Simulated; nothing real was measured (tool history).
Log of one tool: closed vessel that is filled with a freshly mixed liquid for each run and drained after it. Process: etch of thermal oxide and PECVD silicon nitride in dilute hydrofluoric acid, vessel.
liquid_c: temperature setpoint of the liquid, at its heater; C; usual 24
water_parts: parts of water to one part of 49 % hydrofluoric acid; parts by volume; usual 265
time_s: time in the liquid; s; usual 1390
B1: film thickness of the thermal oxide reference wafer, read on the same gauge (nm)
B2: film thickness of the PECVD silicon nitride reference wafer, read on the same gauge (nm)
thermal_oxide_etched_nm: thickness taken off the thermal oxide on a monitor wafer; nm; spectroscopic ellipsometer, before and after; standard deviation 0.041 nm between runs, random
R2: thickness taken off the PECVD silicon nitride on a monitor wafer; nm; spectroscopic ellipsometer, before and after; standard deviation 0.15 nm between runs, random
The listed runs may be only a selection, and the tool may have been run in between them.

Run 1, hour 0: usual settings but time_s 1805 s; B1 60; B2 110.04. Result: thermal_oxide_etched_nm 23.63 nm, R2 32.5 nm.
Run 2, hour 17.8: usual settings but liquid_c 27 C, water_parts 370 parts by volume; B1 59.99; B2 110. Result: thermal_oxide_etched_nm 12.87 nm, R2 21.08 nm.
Run 3, hour 35.4: usual settings but liquid_c 27 C, water_parts 370 parts by volume; B1 60; B2 109.96. Result: thermal_oxide_etched_nm 12.81 nm, R2 21.2 nm.
Run 4, hour 43.7: usual settings but liquid_c 27 C, water_parts 370 parts by volume; B1 60.02; B2 109.98. Result: thermal_oxide_etched_nm 12.86 nm, R2 21.1 nm.
Run 5, hour 55.3: usual settings; B1 59.98; B2 110. Result: thermal_oxide_etched_nm 18.07 nm, R2 24.62 nm.
Run 6, hour 65.6: usual settings; B1 60; B2 109.99. Result: thermal_oxide_etched_nm 18.1 nm, R2 24.68 nm.
At hour 70.9: hydrofluoric acid flow meter replaced.
Run 7, hour 75.4: usual settings; B1 60; B2 110.02. Result: thermal_oxide_etched_nm 16.42 nm, R2 23.17 nm.
At hour 81.5: gauge calibrated.
Run 8, hour 84: usual settings; B1 60; B2 110.02. Result: thermal_oxide_etched_nm 16.49 nm, R2 22.95 nm.
Run 9, hour 95.9: usual settings but liquid_c 26.5 C, water_parts 180 parts by volume, time_s 1645 s; B1 60; B2 109.97. Result: thermal_oxide_etched_nm 34.68 nm, R2 46.77 nm.
At hour 103.8: hydrofluoric acid flow meter replaced, repeated, since the last time left the tool worse.
At hour 107.4: thermometer replaced.
Run 10, hour 107.9: usual settings; B1 60; B2 109.98. Result: thermal_oxide_etched_nm 20.14 nm, R2 26.91 nm.
Run 11, hour 120.8: usual settings but liquid_c 26.5 C, water_parts 310 parts by volume, time_s 945 s; B1 59.99; B2 110. Result: thermal_oxide_etched_nm 12.15 nm, R2 18.08 nm.
Run 12, hour 132.7: usual settings but liquid_c 25.5 C, water_parts 170 parts by volume, time_s 1690 s; B1 59.98; B2 110. Result: thermal_oxide_etched_nm 44.73 nm, R2 55.55 nm.
Run 13, hour 139.3: usual settings but water_parts 340 parts by volume, time_s 720 s; B1 60; B2 110.01. Result: thermal_oxide_etched_nm 7.54 nm, R2 10.8 nm.
Run 14, hour 147.8: usual settings but liquid_c 28.5 C, water_parts 330 parts by volume; B1 60.01; B2 110.02. Result: thermal_oxide_etched_nm 17.51 nm, R2 28.46 nm.

3 options for the next run, each taken on its own from the tool as it stands now. Forecast them:
Run A, hour 148.8: usual settings; B1 ?; B2 ?. Result: thermal_oxide_etched_nm ?, R2 ?.
Run B, hour 148.8: usual settings but liquid_c 19 C, water_parts 370 parts by volume, time_s 1165 s; B1 ?; B2 ?. Result: thermal_oxide_etched_nm ?, R2 ?.
Run C, hour 148.8: usual settings but liquid_c 27.5 C, water_parts 360 parts by volume, time_s 1930 s; B1 ?; B2 ?. Result: thermal_oxide_etched_nm ?, R2 ?.

run  B1      B2  thermal_oxide_etched_nm     R2
  A  60  109.99                    20.05  27.01
  B  60  109.99                     9.15  11.98
  C  60  109.99                    20.95     34
Stripped of hidden state, with their random variation kept, the same runs would have yielded:
run  thermal_oxide_etched_nm     R2
  A                    20.41  27.39
  B                     9.32  12.14
  C                    21.36  34.48
